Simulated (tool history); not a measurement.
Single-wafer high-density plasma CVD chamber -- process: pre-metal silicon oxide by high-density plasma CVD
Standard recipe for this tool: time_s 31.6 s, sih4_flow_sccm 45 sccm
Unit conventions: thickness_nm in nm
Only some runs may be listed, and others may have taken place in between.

run	day	time_s	sih4_flow_sccm	read-back reference wafer on the same gauge, thickness_nm	thickness_nm
1	0.000	33.2	45	148.005	144.452
2	0.704	33.2	45	148.028	144.580
3	1.158	33.2	45	148.061	144.489
4	1.662	31.6	45	148.026	137.353
5	2.350	31.6	50	148.013	151.157
6	4.008	29.7	50	148.024	141.990
7	4.350	29.7	50	148.002	141.902
8	4.754	31.6	45	148.004	136.679
9	5.333	31.6	49	148.006	148.063
10	5.617	31.6	45	148.066	136.757
11	6.188	31.6	45	147.971	136.247
12	6.454	31.6	45	147.978	137.089
13	7.117	31.6	45	147.983	136.546
14	7.746	31.6	45	148.005	136.937
15	8.054	31.6	45	147.944	136.369
# day 8.583: silane flow controller replaced
16	8.650	31.6	45	147.983	147.128
17	9.192	31.6	45	147.967	146.681
18	9.467	26.6	49	147.990	133.366
19	10.200	26.6	49	147.964	133.377
20	10.738	26.6	49	147.983	133.267
21	11.058	31.6	45	148.053	146.605
# day 11.350: gauge calibrated
22	11.721	31.6	45	148.036	146.952
23	12.417	36.5	40	148.037	152.060
24	12.988	31.6	36	147.936	119.538
25	13.479	31.6	45	148.047	146.483
26	13.917	36.6	42	147.981	159.336
27	14.442	27.3	45	147.993	126.470
28	14.912	30.0	49	147.998	150.581
29	15.167	28.1	45	148.069	130.790
30	15.858	27.3	40	147.956	113.901
31	16.450	26.4	36	147.974	99.594
32	17.129	37.2	53	148.011	201.173
33	17.725	31.6	45	147.992	146.402
34	18.462	26.3	42	147.980	114.371
35	18.975	25.5	47	147.964	123.238
36	19.604	31.6	45	147.980	146.223
37	19.900	31.6	45	148.008	146.508
38	21.125	31.6	45	148.051	146.746
39	21.804	35.5	45	148.013	164.141
40	22.283	28.0	51	148.018	145.952
41	22.675	36.3	45	147.982	168.792
42	23.017	26.1	41	147.960	111.192
43	23.471	37.1	51	147.986	193.257
44	23.800	27.2	37	148.017	105.159
45	24.200	29.5	41	147.978	125.312
46	24.596	35.3	50	147.990	180.008

5 options for the next run, each taken on its own from the tool as it stands now. Forecast them:
A	24.612	31.6	45	?	?
B	24.612	27.7	48	?	?
C	24.612	35.5	48	?	?
D	24.612	29.9	39	?	?
E	24.612	31.6	51	?	?

run	read-back reference wafer on the same gauge, thickness_nm	thickness_nm
A	148.009	146.523
B	148.009	136.339
C	148.009	174.730
D	148.009	121.587
E	148.009	164.546
Without the tool's unlogged condition, the same runs would have read:
run	thickness_nm
A	146.678
B	136.483
C	174.915
D	121.715
E	164.720

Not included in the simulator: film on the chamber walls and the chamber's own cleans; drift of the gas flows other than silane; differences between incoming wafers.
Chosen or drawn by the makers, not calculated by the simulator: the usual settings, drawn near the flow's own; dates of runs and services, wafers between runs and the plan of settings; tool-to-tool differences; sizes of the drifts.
